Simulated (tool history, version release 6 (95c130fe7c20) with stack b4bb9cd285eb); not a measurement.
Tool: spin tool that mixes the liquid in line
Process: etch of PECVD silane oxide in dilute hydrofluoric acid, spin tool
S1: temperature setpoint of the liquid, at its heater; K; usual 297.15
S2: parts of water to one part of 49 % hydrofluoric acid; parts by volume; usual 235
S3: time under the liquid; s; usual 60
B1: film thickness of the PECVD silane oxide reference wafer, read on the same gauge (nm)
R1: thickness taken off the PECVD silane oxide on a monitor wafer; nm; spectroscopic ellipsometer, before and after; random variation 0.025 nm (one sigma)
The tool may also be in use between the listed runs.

run,hour,S1,S2,S3,B1,R1
1,0.0,293.65,235,50,69.98,3.67
2,97.0,293.65,235,50,70.00,3.70
3,179.3,297.15,235,60,70.02,4.99
# hour 309.8: hydrofluoric acid flow meter replaced
# hour 366.8: gauge calibrated
4,429.8,297.15,235,60,69.97,5.07
5,529.2,297.15,280,60,69.98,4.11
6,628.9,297.15,235,60,69.99,5.09
7,701.5,296.15,235,60,69.98,4.85
8,767.6,296.15,235,60,70.00,4.87
9,857.5,296.15,235,60,69.98,4.89
10,953.3,297.15,235,60,70.00,5.04
# hour 1012.7: thermometer replaced
11,1032.5,297.15,235,60,70.03,5.04
12,1116.6,297.15,235,60,70.02,5.00
13,1188.1,299.15,235,60,70.00,5.34
14,1414.2,298.65,300,60,70.02,3.85
15,1456.5,297.15,235,60,69.99,5.00
16,1523.1,297.15,235,60,70.00,4.98

Forecast run 17:
# hour 1538.1: hydrofluoric acid flow meter replaced
17,1568.3,297.15,235,45,?,?

B1: 69.98
R1: 3.86 nm
Without the tool's hidden state the same run would have given R1 3.86 nm.
